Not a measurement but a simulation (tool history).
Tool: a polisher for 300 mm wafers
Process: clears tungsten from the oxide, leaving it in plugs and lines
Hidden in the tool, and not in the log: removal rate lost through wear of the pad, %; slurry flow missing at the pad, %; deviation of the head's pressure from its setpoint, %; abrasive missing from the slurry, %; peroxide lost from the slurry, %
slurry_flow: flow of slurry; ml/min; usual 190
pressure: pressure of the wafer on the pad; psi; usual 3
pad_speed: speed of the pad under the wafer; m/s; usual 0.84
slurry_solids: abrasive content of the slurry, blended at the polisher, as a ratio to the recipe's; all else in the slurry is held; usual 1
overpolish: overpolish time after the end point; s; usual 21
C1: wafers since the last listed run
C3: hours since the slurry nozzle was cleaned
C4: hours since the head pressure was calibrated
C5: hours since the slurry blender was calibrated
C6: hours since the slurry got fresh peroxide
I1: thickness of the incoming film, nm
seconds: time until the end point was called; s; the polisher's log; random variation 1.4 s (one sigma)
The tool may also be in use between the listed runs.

run 1 day=0 | slurry_flow=190 pressure=3 pad_speed=0.84 slurry_solids=1 overpolish=21 | C1=0 wafers_polished_on_this_pad=282 C3=680.1 C4=141 C5=422.9 C6=7 | I1=249.9 | seconds=81.2
-- day=0.833 slurry nozzle cleaned
run 2 day=1.642 | slurry_flow=190 pressure=3 pad_speed=0.84 slurry_solids=1 overpolish=21 | C1=243 wafers_polished_on_this_pad=525 C3=19.4 C4=180.4 C5=462.3 C6=46.4 | I1=249.2 | seconds=78.7
-- day=2.9 slurry blender recalibrated
run 3 day=4.542 | slurry_flow=190 pressure=3 pad_speed=0.84 slurry_solids=1 overpolish=21 | C1=428 wafers_polished_on_this_pad=953 C3=89 C4=250 C5=39.4 C6=116 | I1=249.2 | seconds=80.3
run 4 day=5.871 | slurry_flow=190 pressure=3 pad_speed=0.84 slurry_solids=1 overpolish=21 | C1=201 wafers_polished_on_this_pad=1155 C3=120.9 C4=281.9 C5=71.3 C6=147.9 | I1=249.8 | seconds=79.6
-- day=7.954 slurry tank refilled with fresh slurry and peroxide
-- day=8.158 worn pad replaced by a new one
run 5 day=12.675 | slurry_flow=190 pressure=3 pad_speed=0.84 slurry_solids=1 overpolish=21 | C1=1002 wafers_polished_on_this_pad=686 C3=284.2 C4=445.2 C5=234.6 C6=113.3 | I1=247.9 | seconds=83.7
run 6 day=14.133 | slurry_flow=190 pressure=3 pad_speed=0.84 slurry_solids=1 overpolish=21 | C1=221 wafers_polished_on_this_pad=907 C3=319.2 C4=480.2 C5=269.6 C6=148.3 | I1=249.1 | seconds=80.7
-- day=14.425 slurry tank refilled with fresh slurry and peroxide
-- day=16.854 worn pad replaced by a new one
run 7 day=16.875 | slurry_flow=190 pressure=3 pad_speed=0.84 slurry_solids=1 overpolish=21 | C1=384 wafers_polished_on_this_pad=2 C3=385 C4=546 C5=335.4 C6=58.8 | I1=251.4 | seconds=84.7
run 8 day=18.242 | slurry_flow=190 pressure=3 pad_speed=0.68 slurry_solids=1 overpolish=21 | C1=207 wafers_polished_on_this_pad=210 C3=417.8 C4=578.8 C5=368.2 C6=91.6 | I1=250.8 | seconds=111
run 9 day=20.196 | slurry_flow=190 pressure=3 pad_speed=0.6 slurry_solids=1 overpolish=21 | C1=296 wafers_polished_on_this_pad=507 C3=464.7 C4=625.7 C5=415.1 C6=138.5 | I1=246.3 | seconds=120.4
run 10 day=21.221 | slurry_flow=175 pressure=2.5 pad_speed=0.84 slurry_solids=0.75 overpolish=11 | C1=155 wafers_polished_on_this_pad=663 C3=489.3 C4=650.3 C5=439.7 C6=163.1 | I1=251.2 | seconds=108.8
-- day=22.1 head pressure recalibrated
-- day=22.858 slurry tank refilled with fresh slurry and peroxide
run 11 day=23.662 | slurry_flow=190 pressure=3 pad_speed=0.84 slurry_solids=1 overpolish=21 | C1=352 wafers_polished_on_this_pad=1015 C3=547.9 C4=37.5 C5=498.3 C6=19.3 | I1=249.2 | seconds=77
-- day=24.071 slurry blender recalibrated
-- day=25.758 slurry nozzle cleaned
run 12 day=26.283 | slurry_flow=215 pressure=2.5 pad_speed=0.84 slurry_solids=1 overpolish=21 | C1=379 wafers_polished_on_this_pad=1394 C3=12.6 C4=100.4 C5=53.1 C6=82.2 | I1=251.8 | seconds=92.8
-- day=26.879 worn pad replaced by a new one
run 13 day=28.225 | slurry_flow=215 pressure=2.1 pad_speed=0.84 slurry_solids=0.75 overpolish=29 | C1=269 wafers_polished_on_this_pad=204 C3=59.2 C4=147 C5=99.7 C6=128.8 | I1=245.5 | seconds=110
-- day=31.383 slurry tank refilled with fresh slurry and peroxide
run 14 day=33.538 | slurry_flow=190 pressure=3.3 pad_speed=0.68 slurry_solids=1 overpolish=21 | C1=800 wafers_polished_on_this_pad=1005 C3=186.7 C4=274.5 C5=227.2 C6=51.7 | I1=249.9 | seconds=86.7
run 15 day=35.192 | slurry_flow=190 pressure=2 pad_speed=0.84 slurry_solids=1.3 overpolish=21 | C1=251 wafers_polished_on_this_pad=1256 C3=226.4 C4=314.2 C5=266.9 C6=91.4 | I1=248.2 | seconds=112.6
-- day=37.225 worn pad replaced by a new one
run 16 day=37.788 | slurry_flow=190 pressure=2.3 pad_speed=0.84 slurry_solids=1 overpolish=21 | C1=369 wafers_polished_on_this_pad=85 C3=288.7 C4=376.5 C5=329.2 C6=153.7 | I1=249.8 | seconds=103.3

Forecast each of these 3 alternatives for the next run:
run A day=37.808 | slurry_flow=190 pressure=3 pad_speed=0.84 slurry_solids=1 overpolish=11 | C1=3 wafers_polished_on_this_pad=88 C3=289.2 C4=377 C5=329.7 C6=154.2 | I1=250.1 | seconds=?
run B day=37.808 | slurry_flow=190 pressure=3 pad_speed=1.06 slurry_solids=1 overpolish=21 | C1=3 wafers_polished_on_this_pad=88 C3=289.2 C4=377 C5=329.7 C6=154.2 | I1=250.1 | seconds=?
run C day=37.808 | slurry_flow=165 pressure=3 pad_speed=0.84 slurry_solids=0.75 overpolish=21 | C1=3 wafers_polished_on_this_pad=88 C3=289.2 C4=377 C5=329.7 C6=154.2 | I1=250.1 | seconds=?

run=A seconds=78.7
run=B seconds=62.4
run=C seconds=83.3
Without the tool's hidden state the same runs would have given:
run=A seconds=77.4
run=B seconds=61.3
run=C seconds=81.9
